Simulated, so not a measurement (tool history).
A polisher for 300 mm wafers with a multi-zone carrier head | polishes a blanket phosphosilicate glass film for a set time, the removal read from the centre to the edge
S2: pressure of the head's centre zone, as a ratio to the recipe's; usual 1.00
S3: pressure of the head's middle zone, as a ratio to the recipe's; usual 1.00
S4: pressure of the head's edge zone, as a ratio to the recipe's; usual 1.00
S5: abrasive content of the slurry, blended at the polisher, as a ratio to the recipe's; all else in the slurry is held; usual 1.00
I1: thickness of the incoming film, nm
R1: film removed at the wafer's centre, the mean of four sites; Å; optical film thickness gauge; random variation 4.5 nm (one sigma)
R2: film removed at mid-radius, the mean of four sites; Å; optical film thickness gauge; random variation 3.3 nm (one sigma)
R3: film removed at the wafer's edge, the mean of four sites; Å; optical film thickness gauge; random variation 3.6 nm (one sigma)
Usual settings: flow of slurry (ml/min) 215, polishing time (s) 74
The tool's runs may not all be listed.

{"run": 1, "hour": 0.0, "flow of slurry (ml/min)": 215, "S2": 1.0, "S3": 1.0, "S4": 1.0, "S5": 1.0, "polishing time (s)": 74, "I1": 4424.4, "R1": 3989, "R2": 4050, "R3": 4197}
{"hour": 37.2, "done": "slurry nozzle cleaned, repeated, since the last time left the tool worse"}
{"run": 2, "hour": 50.4, "flow of slurry (ml/min)": 215, "S2": 1.0, "S3": 1.0, "S4": 1.0, "S5": 1.0, "polishing time (s)": 74, "I1": 4485.8, "R1": 4490, "R2": 4412, "R3": 4442}
{"run": 3, "hour": 76.8, "flow of slurry (ml/min)": 215, "S2": 1.0, "S3": 1.0, "S4": 1.0, "S5": 1.0, "polishing time (s)": 74, "I1": 4388.1, "R1": 4443, "R2": 4405, "R3": 4487}
{"run": 4, "hour": 117.3, "flow of slurry (ml/min)": 215, "S2": 1.0, "S3": 1.0, "S4": 1.0, "S5": 1.0, "polishing time (s)": 74, "I1": 4455.7, "R1": 4531, "R2": 4370, "R3": 4446}
{"run": 5, "hour": 152.8, "flow of slurry (ml/min)": 215, "S2": 1.0, "S3": 1.0, "S4": 1.0, "S5": 1.0, "polishing time (s)": 74, "I1": 4427.7, "R1": 4453, "R2": 4365, "R3": 4444}
{"hour": 165.8, "done": "centre zone pressure recalibrated"}
{"run": 6, "hour": 218.7, "flow of slurry (ml/min)": 215, "S2": 1.0, "S3": 1.0, "S4": 1.0, "S5": 1.0, "polishing time (s)": 74, "I1": 4351.2, "R1": 4484, "R2": 4449, "R3": 4421}
{"hour": 239.0, "done": "worn pad replaced by a new one"}
{"run": 7, "hour": 276.6, "flow of slurry (ml/min)": 165, "S2": 1.0, "S3": 1.0, "S4": 1.0, "S5": 1.25, "polishing time (s)": 74, "I1": 4468.6, "R1": 4795, "R2": 4760, "R3": 4831}
{"run": 8, "hour": 343.9, "flow of slurry (ml/min)": 215, "S2": 1.0, "S3": 1.0, "S4": 1.0, "S5": 1.0, "polishing time (s)": 74, "I1": 4444.9, "R1": 4465, "R2": 4442, "R3": 4390}
{"run": 9, "hour": 406.4, "flow of slurry (ml/min)": 215, "S2": 1.0, "S3": 1.0, "S4": 1.0, "S5": 1.0, "polishing time (s)": 74, "I1": 4399.0, "R1": 4399, "R2": 4341, "R3": 4409}
{"run": 10, "hour": 444.7, "flow of slurry (ml/min)": 215, "S2": 1.11, "S3": 1.0, "S4": 1.0, "S5": 1.0, "polishing time (s)": 74, "I1": 4404.0, "R1": 4979, "R2": 4346, "R3": 4466}
{"run": 11, "hour": 469.8, "flow of slurry (ml/min)": 215, "S2": 1.07, "S3": 1.0, "S4": 1.0, "S5": 1.0, "polishing time (s)": 65, "I1": 4401.4, "R1": 4259, "R2": 3826, "R3": 3901}
{"run": 12, "hour": 496.6, "flow of slurry (ml/min)": 275, "S2": 1.0, "S3": 1.09, "S4": 1.1, "S5": 1.0, "polishing time (s)": 74, "I1": 4445.3, "R1": 4537, "R2": 4822, "R3": 4647}
{"run": 13, "hour": 523.7, "flow of slurry (ml/min)": 215, "S2": 0.95, "S3": 1.0, "S4": 1.0, "S5": 1.0, "polishing time (s)": 74, "I1": 4463.9, "R1": 4214, "R2": 4293, "R3": 4384}
{"hour": 539.3, "done": "worn pad replaced by a new one"}
{"hour": 547.3, "done": "centre zone pressure recalibrated"}
{"run": 14, "hour": 558.0, "flow of slurry (ml/min)": 150, "S2": 1.0, "S3": 1.0, "S4": 1.03, "S5": 0.8, "polishing time (s)": 74, "I1": 4426.5, "R1": 3705, "R2": 3650, "R3": 3790}
{"run": 15, "hour": 584.9, "flow of slurry (ml/min)": 215, "S2": 1.07, "S3": 1.0, "S4": 1.0, "S5": 1.0, "polishing time (s)": 74, "I1": 4532.9, "R1": 4733, "R2": 4345, "R3": 4385}
{"hour": 604.3, "done": "slurry nozzle cleaned"}
{"run": 16, "hour": 623.1, "flow of slurry (ml/min)": 160, "S2": 1.0, "S3": 1.0, "S4": 0.96, "S5": 1.0, "polishing time (s)": 74, "I1": 4512.0, "R1": 4259, "R2": 4229, "R3": 4232}
{"run": 17, "hour": 692.4, "flow of slurry (ml/min)": 215, "S2": 1.0, "S3": 0.95, "S4": 1.0, "S5": 1.25, "polishing time (s)": 98, "I1": 4445.6, "R1": 6499, "R2": 6301, "R3": 6513}
{"run": 18, "hour": 716.6, "flow of slurry (ml/min)": 215, "S2": 1.04, "S3": 0.91, "S4": 0.88, "S5": 1.2, "polishing time (s)": 74, "I1": 4521.0, "R1": 5126, "R2": 4491, "R3": 4653}
{"run": 19, "hour": 768.9, "flow of slurry (ml/min)": 260, "S2": 0.88, "S3": 1.0, "S4": 1.0, "S5": 0.75, "polishing time (s)": 74, "I1": 4441.4, "R1": 3445, "R2": 3811, "R3": 3811}
{"run": 20, "hour": 810.3, "flow of slurry (ml/min)": 215, "S2": 1.0, "S3": 1.07, "S4": 1.06, "S5": 1.1, "polishing time (s)": 96, "I1": 4377.5, "R1": 6027, "R2": 6258, "R3": 6216}
{"hour": 860.2, "done": "worn pad replaced by a new one"}
{"run": 21, "hour": 878.9, "flow of slurry (ml/min)": 215, "S2": 1.0, "S3": 1.0, "S4": 1.0, "S5": 1.0, "polishing time (s)": 74, "I1": 4430.3, "R1": 4421, "R2": 4386, "R3": 4346}
{"hour": 905.1, "done": "centre zone pressure recalibrated"}
{"run": 22, "hour": 921.2, "flow of slurry (ml/min)": 215, "S2": 0.88, "S3": 1.0, "S4": 1.0, "S5": 0.7, "polishing time (s)": 74, "I1": 4376.0, "R1": 3198, "R2": 3580, "R3": 3537}

3 ways to go on from here, each from the tool as it stands after run 22. What would each give?
{"run": "A", "hour": 921.6, "flow of slurry (ml/min)": 215, "S2": 1.0, "S3": 1.0, "S4": 1.0, "S5": 1.15, "polishing time (s)": 74, "I1": 4455.2, "R1": "?", "R2": "?", "R3": "?"}
{"run": "B", "hour": 921.6, "flow of slurry (ml/min)": 215, "S2": 1.04, "S3": 1.0, "S4": 1.0, "S5": 1.0, "polishing time (s)": 99, "I1": 4455.2, "R1": "?", "R2": "?", "R3": "?"}
{"run": "C", "hour": 921.6, "flow of slurry (ml/min)": 215, "S2": 1.0, "S3": 0.91, "S4": 1.0, "S5": 1.0, "polishing time (s)": 74, "I1": 4455.2, "R1": "?", "R2": "?", "R3": "?"}

run=A R1=4739 R2=4698 R3=4792
run=B R1=6168 R2=5877 R3=5995
run=C R1=4429 R2=4060 R3=4486
Without the tool's hidden state the same runs would have given:
run=A R1=4790 R2=4744 R3=4826
run=B R1=6234 R2=5933 R3=6038
run=C R1=4477 R2=4099 R3=4519
